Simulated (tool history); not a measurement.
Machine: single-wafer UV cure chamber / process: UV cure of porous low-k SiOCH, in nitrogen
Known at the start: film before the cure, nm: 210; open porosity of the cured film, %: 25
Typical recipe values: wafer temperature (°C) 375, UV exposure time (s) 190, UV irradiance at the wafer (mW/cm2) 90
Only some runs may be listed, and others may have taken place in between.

run   hour  wafer temperature (°C)  UV exposure time (s)  UV irradiance at the wafer (mW/cm2)  loss of film thickness in the cure (%)
  1      0                     375                   190                                   90                                   7.324
  2    8.5                     375                   190                                   90                                   7.497
  3   26.1                     375                   190                                   90                                   7.148
  4   34.7                     375                   190                                   90                                   7.308
  5   50.6                     375                   190                                   90                                   7.252
  6   57.8                     375                   165                                   90                                   6.818
  7     71                     375                   165                                   90                                    6.67
  8   77.2                     375                   190                                   90                                   7.038
  9   90.6                     375                   190                                   90                                   7.147
 10  103.9                     375                   190                                   90                                   7.162
 11  114.4                     375                   190                                   90                                   7.014
 12  124.2                     365                   270                                   90                                   8.384
 13  141.3                     365                   270                                   90                                   8.167
 14  187.1                     365                   270                                   90                                  11.343
 15  198.1                     375                   190                                   90                                    9.88
 16  234.9                     375                   190                                   90                                   9.838
 17  241.3                     379                   190                                   90                                   9.743
 18  254.2                     379                   190                                   90                                  11.163
 19  261.9                     375                   190                                   90                                  10.673
 20  274.5                     391                   235                                   61                                  10.364
 21  289.6                     375                   265                                  123                                  13.616
 22  303.3                     391                   235                                   61                                    9.98
 23  312.7                     394                   190                                   90                                  10.966
 24  323.3                     379                   190                                   90                                   10.75
 25  331.7                     363                   190                                   67                                   9.106
 26  346.1                     375                   190                                  101                                  10.958
 27  358.8                     375                   190                                  114                                  11.845
 28  370.9                     375                   270                                   90                                  12.164
 29  380.6                     367                   130                                  126                                  10.133
 30  398.1                     384                   190                                  125                                  11.999
 31  410.2                     369                   290                                   74                                  11.296
 32  456.4                     369                   295                                  106                                   12.78
 33  482.5                     375                   190                                   90                                  10.113
 34  496.7                     384                   130                                   90                                   8.711
 35  507.2                     375                   190                                   90                                  10.233
 36  514.1                     375                   190                                   90                                  10.197

Taken out of this log: 2 entries between the listed runs. Where each belongs, and how the hidden state differs across it:
Between runs 13 and 14: UV bulbs replaced (hour 166.6)
  lamp output below its setpoint, %: 52.4 -> 1.38; transmission lost against a clean window, %: 21.3 -> 21.5
  difference, measured minus the result without the unlogged condition, loss of film thickness in the cure (%): -4.414 -> -1.185
Between runs 17 and 18: quartz window cleaned (hour 250.2)
  lamp output below its setpoint, %: 1.48 -> 1.51; transmission lost against a clean window, %: 21.7 -> 2.14
  difference, measured minus the result without the unlogged condition, loss of film thickness in the cure (%): -1.132 -> -0.17

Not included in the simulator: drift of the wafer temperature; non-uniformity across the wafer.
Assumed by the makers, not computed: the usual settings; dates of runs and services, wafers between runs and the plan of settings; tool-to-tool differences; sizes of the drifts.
